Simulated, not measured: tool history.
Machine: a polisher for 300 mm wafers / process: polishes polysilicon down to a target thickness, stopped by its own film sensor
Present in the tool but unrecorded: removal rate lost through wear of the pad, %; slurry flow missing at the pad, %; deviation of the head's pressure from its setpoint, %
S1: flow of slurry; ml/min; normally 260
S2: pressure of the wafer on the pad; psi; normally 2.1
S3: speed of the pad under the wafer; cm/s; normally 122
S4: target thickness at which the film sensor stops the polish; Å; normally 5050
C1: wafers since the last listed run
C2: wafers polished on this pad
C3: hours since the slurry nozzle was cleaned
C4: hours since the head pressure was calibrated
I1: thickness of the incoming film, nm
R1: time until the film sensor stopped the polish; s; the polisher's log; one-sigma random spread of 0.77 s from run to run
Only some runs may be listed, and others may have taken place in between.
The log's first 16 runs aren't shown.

run     day   S1   S2   S3    S4   C1    C2     C3     C4     I1    R1
 17  17.546  175  2.1  122  5050  162   566  457.8  451.2  907.9  46.8
 18  18.392  260  1.8  138  5050  133   700  478.1  471.5  900.4  43.1
 19  19.021  260  2.1  122  5050   99   800  493.2  486.6  891.2  42.5
 20   19.65  230  2.1  140  5980   99   899  508.3  501.7  916.8  30.4
 21  20.696  260  1.5   98  5050  165  1065  533.4  526.8  930.4  70.5
 22  22.012  350  1.6   86  5050  208  1274    565  558.4    925  73.6
 23  22.962  185  2.1   86  5050  150  1424  587.8  581.2  915.1  63.8
     23.296  -- slurry nozzle cleaned
     23.712  -- worn pad replaced by a new one, of another model than before
 24  23.917  260  2.1  150  5050  118    32   14.9  604.1  914.9  37.5
 25  24.492  260  2.1  122  5050   91   123   28.7  617.9  924.5  45.4
     25.538  -- head pressure recalibrated
 26  25.788  260  1.9  134  4680  192   315   59.8      6    907  50.5
 27  27.162  260  2.1  122  5050  217   532   92.8     39  900.8  44.2
 28  28.292  260  2.1  148  4050  178   711  119.9   66.1  900.1  48.7
 29  29.362  260  2.1  122  5050  169   881  145.6   91.8  906.7    45
 30  30.458  235  1.4  100  6010  173  1054  171.9  118.1  911.9  50.3
 31  31.804  260  2.1  162  5050  213  1267  204.2  150.4  910.8  36.8
 32  32.775  260  2.1  122  4460  153  1421  227.5  173.7  927.3  53.7
 33  34.142  260  2.1  122  5050  216  1637  260.3  206.5  909.4  44.5
 34  35.417  260  1.8  100  5050  201  1839  290.9  237.1  912.7  55.2
     35.996  -- worn pad replaced by a new one
 35  36.704  260  1.6  122  5050  177   111  321.8    268  908.1  50.9
 36  37.742  205  2.1  122  6100  164   276  346.7  292.9  911.7  33.7

Here are 5 independent what-if runs from the current tool condition. What would each one return?
  A  37.758  260  2.1  122  5050   2  278  347.1  293.3  912.2   ?
  B  37.758  295  2.4  160  5710   2  278  347.1  293.3  912.2   ?
  C  37.758  290  1.6   90  3820   2  278  347.1  293.3  912.2   ?
  D  37.758  230  2.1  122  5050   2  278  347.1  293.3  912.2   ?
  E  37.758  260  2.3  122  5050   2  278  347.1  293.3  912.2   ?

run    R1
  A  45.9
  B  28.5
  C  83.5
  D  46.9
  E  43.6
Stripped of hidden state, with their random variation kept, the same runs would have yielded:
run    R1
  A  47.3
  B  29.4
  C  86.1
  D  48.4
  E    45

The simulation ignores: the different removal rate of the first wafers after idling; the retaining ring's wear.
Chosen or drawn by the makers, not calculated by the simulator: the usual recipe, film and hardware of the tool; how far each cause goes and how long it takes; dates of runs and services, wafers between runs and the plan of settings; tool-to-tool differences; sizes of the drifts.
